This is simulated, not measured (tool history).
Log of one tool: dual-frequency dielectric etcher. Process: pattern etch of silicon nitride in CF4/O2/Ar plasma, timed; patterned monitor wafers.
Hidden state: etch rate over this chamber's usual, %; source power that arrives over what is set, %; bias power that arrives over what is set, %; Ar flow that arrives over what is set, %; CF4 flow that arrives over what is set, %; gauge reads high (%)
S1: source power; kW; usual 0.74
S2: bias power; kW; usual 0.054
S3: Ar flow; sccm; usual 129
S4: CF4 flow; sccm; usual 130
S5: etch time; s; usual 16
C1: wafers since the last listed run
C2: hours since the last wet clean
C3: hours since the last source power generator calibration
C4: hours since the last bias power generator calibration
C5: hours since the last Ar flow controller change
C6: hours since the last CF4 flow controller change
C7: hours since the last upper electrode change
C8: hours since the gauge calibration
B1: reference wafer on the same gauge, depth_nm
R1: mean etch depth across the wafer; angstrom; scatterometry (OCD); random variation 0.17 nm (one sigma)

Run 1, hour 0: usual settings but S4 145 sccm; C1 0; C2 283.1; C3 2149.5; C4 3352.6; C5 4058.1; C6 1833.2; C7 5104.9; C8 72; B1 49.22. Result: R1 424 angstrom.
Run 2, hour 50.8: usual settings; C1 898; C2 333.9; C3 2200.3; C4 3403.4; C5 4108.9; C6 1884; C7 5155.7; C8 122.8; B1 49.25. Result: R1 413 angstrom.
Run 3, hour 78.5: usual settings; C1 489; C2 361.6; C3 2228; C4 3431.1; C5 4136.6; C6 1911.7; C7 5183.4; C8 150.5; B1 49.29. Result: R1 414.8 angstrom.
Run 4, hour 132.3: usual settings but S3 119 sccm; C1 951; C2 415.4; C3 2281.8; C4 3484.9; C5 4190.4; C6 1965.5; C7 5237.2; C8 204.3; B1 49.31. Result: R1 419.8 angstrom.
At hour 179.2: wet clean of the chamber.
Run 5, hour 188.5: usual settings but S3 119 sccm; C1 569; C2 9.3; C3 2338; C4 3541.1; C5 4246.6; C6 2021.7; C7 5293.4; C8 260.5; B1 49.33. Result: R1 405.2 angstrom.
Run 6, hour 214.5: usual settings but S3 119 sccm; C1 459; C2 35.3; C3 2364; C4 3567.1; C5 4272.6; C6 2047.7; C7 5319.4; C8 286.5; B1 49.22. Result: R1 405 angstrom.
Run 7, hour 275.2: usual settings but S2 0.064 kW; C1 1073; C2 96; C3 2424.7; C4 3627.8; C5 4333.3; C6 2108.4; C7 5380.1; C8 347.2; B1 49.27. Result: R1 429.2 angstrom.
Run 8, hour 310.3: usual settings but S2 0.064 kW; C1 620; C2 131.1; C3 2459.8; C4 3662.9; C5 4368.4; C6 2143.5; C7 5415.2; C8 382.3; B1 49.33. Result: R1 429.4 angstrom.
At hour 338.9: CF4 flow controller replaced.
Run 9, hour 354.5: usual settings but S2 0.064 kW; C1 675; C2 175.3; C3 2504; C4 3707.1; C5 4412.6; C6 15.6; C7 5459.4; C8 426.5; B1 49.29. Result: R1 431.5 angstrom.
At hour 475.9: bias power generator calibrated.
Run 10, hour 488.4: usual settings; C1 2296; C2 309.2; C3 2637.9; C4 12.5; C5 4546.5; C6 149.5; C7 5593.3; C8 560.4; B1 49.31. Result: R1 407.5 angstrom.
At hour 522.7: source power generator calibrated.
Run 11, hour 554.6: usual settings; C1 1099; C2 375.4; C3 31.9; C4 78.7; C5 4612.7; C6 215.7; C7 5659.5; C8 626.6; B1 49.27. Result: R1 437.1 angstrom.
Run 12, hour 599.7: usual settings but S2 0.061 kW, S3 113 sccm; C1 797; C2 420.5; C3 77; C4 123.8; C5 4657.8; C6 260.8; C7 5704.6; C8 671.7; B1 49.24. Result: R1 460.2 angstrom.
Run 13, hour 624.3: usual settings; C1 434; C2 445.1; C3 101.6; C4 148.4; C5 4682.4; C6 285.4; C7 5729.2; C8 696.3; B1 49.34. Result: R1 439.4 angstrom.
At hour 686.4: wet clean of the chamber.
Run 14, hour 686.9: usual settings but S1 0.86 kW, S4 98 sccm, S5 13.5 s; C1 682; C2 0.5; C3 164.2; C4 211; C5 4745; C6 348; C7 5791.8; C8 758.9; B1 49.27. Result: R1 392.7 angstrom.
Run 15, hour 750.2: usual settings but S2 0.065 kW; C1 1119; C2 63.8; C3 227.5; C4 274.3; C5 4808.3; C6 411.3; C7 5855.1; C8 822.2; B1 49.28. Result: R1 452.2 angstrom.
At hour 785.4: Ar flow controller replaced.
Run 16, hour 785.9: usual settings but S2 0.046 kW, S3 157 sccm, S5 14 s; C1 525; C2 99.5; C3 263.2; C4 310; C5 0.5; C6 447; C7 5890.8; C8 857.9; B1 49.3. Result: R1 345.1 angstrom.
Run 17, hour 818.8: usual settings; C1 581; C2 132.4; C3 296.1; C4 342.9; C5 33.4; C6 479.9; C7 5923.7; C8 890.8; B1 49.3. Result: R1 430.9 angstrom.
At hour 845.7: gauge calibrated.
At hour 870.8: upper electrode replaced.
Run 18, hour 878.4: usual settings but S2 0.043 kW, S4 100 sccm; C1 629; C2 192; C3 355.7; C4 402.5; C5 93; C6 539.5; C7 7.6; C8 32.7; B1 49.3. Result: R1 372.7 angstrom.
Run 19, hour 903.2: usual settings but S4 153 sccm; C1 438; C2 216.8; C3 380.5; C4 427.3; C5 117.8; C6 564.3; C7 32.4; C8 57.5; B1 49.33. Result: R1 444.4 angstrom.
Run 20, hour 961.6: usual settings but S3 157 sccm, S4 153 sccm; C1 1032; C2 275.2; C3 438.9; C4 485.7; C5 176.2; C6 622.7; C7 90.8; C8 115.9; B1 49.28. Result: R1 438.4 angstrom.
Run 21, hour 987.4: usual settings but S2 0.061 kW, S4 148 sccm; C1 456; C2 301; C3 464.7; C4 511.5; C5 202; C6 648.5; C7 116.6; C8 141.7; B1 49.31. Result: R1 463.9 angstrom.
At hour 1125.5: wet clean of the chamber.
Run 22, hour 1126.4: usual settings but S3 99 sccm, S4 112 sccm, S5 19.5 s; C1 2033; C2 0.9; C3 603.7; C4 650.5; C5 341; C6 787.5; C7 255.6; C8 280.7; B1 49.32. Result: R1 510.3 angstrom.

3 ways to go on from here, each from the tool as it stands after run 22. What would each give?
Run A, hour 1126.8: usual settings; C1 7; C2 1.3; C3 604.1; C4 650.9; C5 341.4; C6 787.9; C7 256; C8 281.1; B1 ?. Result: R1 ?.
Run B, hour 1126.8: usual settings but S3 100 sccm; C1 7; C2 1.3; C3 604.1; C4 650.9; C5 341.4; C6 787.9; C7 256; C8 281.1; B1 ?. Result: R1 ?.
Run C, hour 1126.8: usual settings but S1 0.63 kW, S2 0.042 kW; C1 7; C2 1.3; C3 604.1; C4 650.9; C5 341.4; C6 787.9; C7 256; C8 281.1; B1 ?. Result: R1 ?.

run     B1     R1
  A  49.28  420.4
  B  49.28  431.3
  C  49.28  324.7
Without the tool's hidden state the same runs would have given:
run     R1
  A  425.3
  B  436.2
  C  328.4
